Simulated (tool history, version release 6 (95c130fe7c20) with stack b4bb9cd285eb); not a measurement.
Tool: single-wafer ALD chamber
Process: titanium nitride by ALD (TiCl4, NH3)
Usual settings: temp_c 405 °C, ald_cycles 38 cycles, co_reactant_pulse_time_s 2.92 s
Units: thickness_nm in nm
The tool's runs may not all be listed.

| run | hour | temp_c | ald_cycles | co_reactant_pulse_time_s | read-back reference wafer on the same gauge, thickness_nm | thickness_nm |
|---|---|---|---|---|---|---|
| 1 | 0.0 | 405 | 38 | 2.67 | 0.747 | 0.769 |
| 2 | 6.0 | 405 | 38 | 2.92 | 0.745 | 0.776 |
| 3 | 18.6 | 405 | 38 | 2.92 | 0.745 | 0.777 |
| 4 | 47.3 | 405 | 38 | 2.92 | 0.747 | 0.772 |
|  | 70.7 | showerhead replaced |
| 5 | 71.2 | 401 | 38 | 2.92 | 0.747 | 0.775 |
| 6 | 79.9 | 394 | 38 | 2.92 | 0.746 | 0.770 |
| 7 | 90.9 | 405 | 38 | 2.92 | 0.746 | 0.775 |
| 8 | 101.0 | 410 | 34 | 1.83 | 0.745 | 0.682 |
| 9 | 110.3 | 391 | 44 | 1.85 | 0.746 | 0.870 |
| 10 | 122.0 | 410 | 38 | 1.77 | 0.747 | 0.760 |
|  | 134.5 | thermocouple changed; heater temperature recalibrated |
| 11 | 137.6 | 416 | 38 | 2.92 | 0.746 | 0.779 |
|  | 142.0 | gauge calibrated |
| 12 | 154.5 | 412 | 35 | 1.91 | 0.745 | 0.703 |

Run 13 comes next. What will it give?
| 13 | 162.3 | 405 | 38 | 2.92 | ? | ? |

Run 13 gave read-back reference wafer on the same gauge, thickness_nm 0.746, thickness_nm 0.774 nm.
Without the tool's hidden state the same run would have given thickness_nm 0.774 nm.
